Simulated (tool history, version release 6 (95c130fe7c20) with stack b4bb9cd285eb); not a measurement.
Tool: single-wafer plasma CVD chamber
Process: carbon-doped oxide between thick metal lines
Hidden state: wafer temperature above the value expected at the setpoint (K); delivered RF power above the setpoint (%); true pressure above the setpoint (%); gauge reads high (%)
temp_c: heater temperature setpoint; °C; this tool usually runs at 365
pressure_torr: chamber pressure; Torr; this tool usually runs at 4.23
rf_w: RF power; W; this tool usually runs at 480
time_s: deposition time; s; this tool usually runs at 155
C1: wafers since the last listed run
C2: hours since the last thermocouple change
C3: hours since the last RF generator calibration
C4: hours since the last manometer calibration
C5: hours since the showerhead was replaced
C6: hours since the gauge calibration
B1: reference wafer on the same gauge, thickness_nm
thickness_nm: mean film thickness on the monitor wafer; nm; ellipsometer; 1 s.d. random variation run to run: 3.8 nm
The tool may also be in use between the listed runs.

Run 1, hour 0: usual settings but pressure_torr 5 Torr; C1 0; C2 2165.2; C3 1095.4; C4 2097.6; C5 4494.1; C6 635.9; B1 789.246. Result: thickness_nm 723.571 nm.
Run 2, hour 13.5: usual settings; C1 90; C2 2178.7; C3 1108.9; C4 2111.1; C5 4507.6; C6 649.4; B1 790.108. Result: thickness_nm 707.506 nm.
Run 3, hour 27.1: usual settings; C1 91; C2 2192.3; C3 1122.5; C4 2124.7; C5 4521.2; C6 663; B1 791.861. Result: thickness_nm 700.155 nm.
Run 4, hour 33.3: usual settings but pressure_torr 4.9 Torr; C1 41; C2 2198.5; C3 1128.7; C4 2130.9; C5 4527.4; C6 669.2; B1 789.099. Result: thickness_nm 718.357 nm.
At hour 38.8: gauge calibrated.
Run 5, hour 45.5: usual settings but pressure_torr 4.9 Torr; C1 82; C2 2210.7; C3 1140.9; C4 2143.1; C5 4539.6; C6 6.7; B1 789.57. Result: thickness_nm 717.609 nm.
Run 6, hour 54.5: usual settings; C1 60; C2 2219.7; C3 1149.9; C4 2152.1; C5 4548.6; C6 15.7; B1 788.276. Result: thickness_nm 709.439 nm.
Run 7, hour 90.1: usual settings but pressure_torr 3.88 Torr, time_s 181 s; C1 239; C2 2255.3; C3 1185.5; C4 2187.7; C5 4584.2; C6 51.3; B1 790.632. Result: thickness_nm 810.567 nm.
Run 8, hour 101.4: usual settings but rf_w 530 W; C1 76; C2 2266.6; C3 1196.8; C4 2199; C5 4595.5; C6 62.6; B1 789.211. Result: thickness_nm 758.424 nm.
Run 9, hour 108.8: usual settings; C1 49; C2 2274; C3 1204.2; C4 2206.4; C5 4602.9; C6 70; B1 789.983. Result: thickness_nm 701.779 nm.
Run 10, hour 119.2: usual settings but rf_w 565 W, time_s 171 s; C1 70; C2 2284.4; C3 1214.6; C4 2216.8; C5 4613.3; C6 80.4; B1 791.175. Result: thickness_nm 870.301 nm.
Run 11, hour 126.4: usual settings but rf_w 565 W, time_s 171 s; C1 48; C2 2291.6; C3 1221.8; C4 2224; C5 4620.5; C6 87.6; B1 792.039. Result: thickness_nm 882.147 nm.
At hour 138.4: RF generator calibrated.
Run 12, hour 142.2: usual settings; C1 52; C2 2307.4; C3 3.8; C4 2239.8; C5 4636.3; C6 103.4; B1 788.612. Result: thickness_nm 730.69 nm.
Run 13, hour 155.5: usual settings; C1 89; C2 2320.7; C3 17.1; C4 2253.1; C5 4649.6; C6 116.7; B1 789.077. Result: thickness_nm 728.102 nm.
Run 14, hour 166.5: usual settings but temp_c 357 °C, pressure_torr 3.52 Torr, rf_w 435 W, time_s 133 s; C1 74; C2 2331.7; C3 28.1; C4 2264.1; C5 4660.6; C6 127.7; B1 791.529. Result: thickness_nm 567.531 nm.
Run 15, hour 178.1: usual settings; C1 78; C2 2343.3; C3 39.7; C4 2275.7; C5 4672.2; C6 139.3; B1 792.294. Result: thickness_nm 729.699 nm.
Run 16, hour 186.3: usual settings but temp_c 375 °C, pressure_torr 3.95 Torr, rf_w 550 W, time_s 146 s; C1 55; C2 2351.5; C3 47.9; C4 2283.9; C5 4680.4; C6 147.5; B1 788.923. Result: thickness_nm 748.409 nm.
At hour 197.4: showerhead replaced, of another model than before.
At hour 201.9: capacitance manometer re-zeroed and calibrated.
At hour 209.8: thermocouple changed; heater temperature recalibrated.
Run 17, hour 210.3: usual settings but temp_c 358 °C, time_s 139 s; C1 24; C2 0.5; C3 71.9; C4 8.4; C5 12.9; C6 171.5; B1 790.643. Result: thickness_nm 668.476 nm.
Run 18, hour 217.9: usual settings; C1 51; C2 8.1; C3 79.5; C4 16; C5 20.5; C6 179.1; B1 790.558. Result: thickness_nm 735.174 nm.
Run 19, hour 234.4: usual settings but pressure_torr 3.68 Torr; C1 111; C2 24.6; C3 96; C4 32.5; C5 37; C6 195.6; B1 792.129. Result: thickness_nm 719.086 nm.
Run 20, hour 241.2: usual settings but temp_c 377 °C, rf_w 440 W; C1 45; C2 31.4; C3 102.8; C4 39.3; C5 43.8; C6 202.4; B1 791.981. Result: thickness_nm 685.554 nm.
Run 21, hour 252.4: usual settings but temp_c 376 °C, rf_w 430 W; C1 75; C2 42.6; C3 114; C4 50.5; C5 55; C6 213.6; B1 789.952. Result: thickness_nm 677.043 nm.
Run 22, hour 266.8: usual settings but pressure_torr 3.68 Torr; C1 96; C2 57; C3 128.4; C4 64.9; C5 69.4; C6 228; B1 789.958. Result: thickness_nm 720.6 nm.
Run 23, hour 276.5: usual settings but pressure_torr 3.31 Torr, rf_w 450 W; C1 65; C2 66.7; C3 138.1; C4 74.6; C5 79.1; C6 237.7; B1 789.371. Result: thickness_nm 683.176 nm.
Run 24, hour 292.8: usual settings but rf_w 540 W; C1 109; C2 83; C3 154.4; C4 90.9; C5 95.4; C6 254; B1 788.491. Result: thickness_nm 791.401 nm.
Run 25, hour 307.6: usual settings; C1 99; C2 97.8; C3 169.2; C4 105.7; C5 110.2; C6 268.8; B1 790.68. Result: thickness_nm 731.872 nm.
Run 26, hour 319.3: usual settings but time_s 136 s; C1 78; C2 109.5; C3 180.9; C4 117.4; C5 121.9; C6 280.5; B1 790.806. Result: thickness_nm 648.426 nm.
Run 27, hour 336.9: usual settings but rf_w 525 W; C1 118; C2 127.1; C3 198.5; C4 135; C5 139.5; C6 298.1; B1 790.669. Result: thickness_nm 776.825 nm.
Run 28, hour 346.4: usual settings but temp_c 351 °C, pressure_torr 4.74 Torr; C1 63; C2 136.6; C3 208; C4 144.5; C5 149; C6 307.6; B1 790.168. Result: thickness_nm 773.912 nm.
Run 29, hour 363: usual settings but temp_c 358 °C, rf_w 400 W; C1 111; C2 153.2; C3 224.6; C4 161.1; C5 165.6; C6 324.2; B1 791.954. Result: thickness_nm 663.662 nm.

Forecast each of these 3 alternatives for the next run:
Run A, hour 363.4: usual settings but time_s 172 s; C1 2; C2 153.6; C3 225; C4 161.5; C5 166; C6 324.6; B1 ?. Result: thickness_nm ?.
Run B, hour 363.4: usual settings but temp_c 351 °C, pressure_torr 5.28 Torr, rf_w 540 W, time_s 173 s; C1 2; C2 153.6; C3 225; C4 161.5; C5 166; C6 324.6; B1 ?. Result: thickness_nm ?.
Run C, hour 363.4: usual settings but pressure_torr 4.54 Torr; C1 2; C2 153.6; C3 225; C4 161.5; C5 166; C6 324.6; B1 ?. Result: thickness_nm ?.

run     B1  thickness_nm
  A  790.1       817.111
  B  790.1       938.718
  C  790.1       745.876
Stripped of hidden state, with their random variation kept, the same runs would have yielded:
run  thickness_nm
  A       829.307
  B       952.426
  C       757.008
